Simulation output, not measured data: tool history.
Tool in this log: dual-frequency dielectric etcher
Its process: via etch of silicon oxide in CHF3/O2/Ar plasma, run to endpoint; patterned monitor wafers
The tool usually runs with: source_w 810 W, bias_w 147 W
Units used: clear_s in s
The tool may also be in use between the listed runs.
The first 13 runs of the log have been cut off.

run,hour,source_w,bias_w,"incoming incoming film thickness, nm",clear_s
14,295.0,810,147,606.2,304.1
15,310.5,810,169,599.9,282.4
16,328.5,810,169,605.4,287.9
# hour 371.2: wet clean of the chamber
# hour 384.3: upper electrode replaced
17,384.8,810,147,598.7,288.6
18,385.2,810,147,601.9,289.0
19,408.2,710,137,603.6,315.2
20,436.2,810,163,604.7,277.8
# hour 482.0: source power generator calibrated
21,512.9,750,126,601.8,324.1
22,530.4,810,147,601.4,292.0
23,561.1,940,111,599.5,311.4
24,576.4,940,183,604.8,254.6

Forecast run 25:
25,600.3,650,172,600.1,?

{"run 25": {"clear_s": 296.1}}
Take away the tool's hidden state, keep the run-to-run variation as it was, and the same run would have given clear_s 290.4 s.

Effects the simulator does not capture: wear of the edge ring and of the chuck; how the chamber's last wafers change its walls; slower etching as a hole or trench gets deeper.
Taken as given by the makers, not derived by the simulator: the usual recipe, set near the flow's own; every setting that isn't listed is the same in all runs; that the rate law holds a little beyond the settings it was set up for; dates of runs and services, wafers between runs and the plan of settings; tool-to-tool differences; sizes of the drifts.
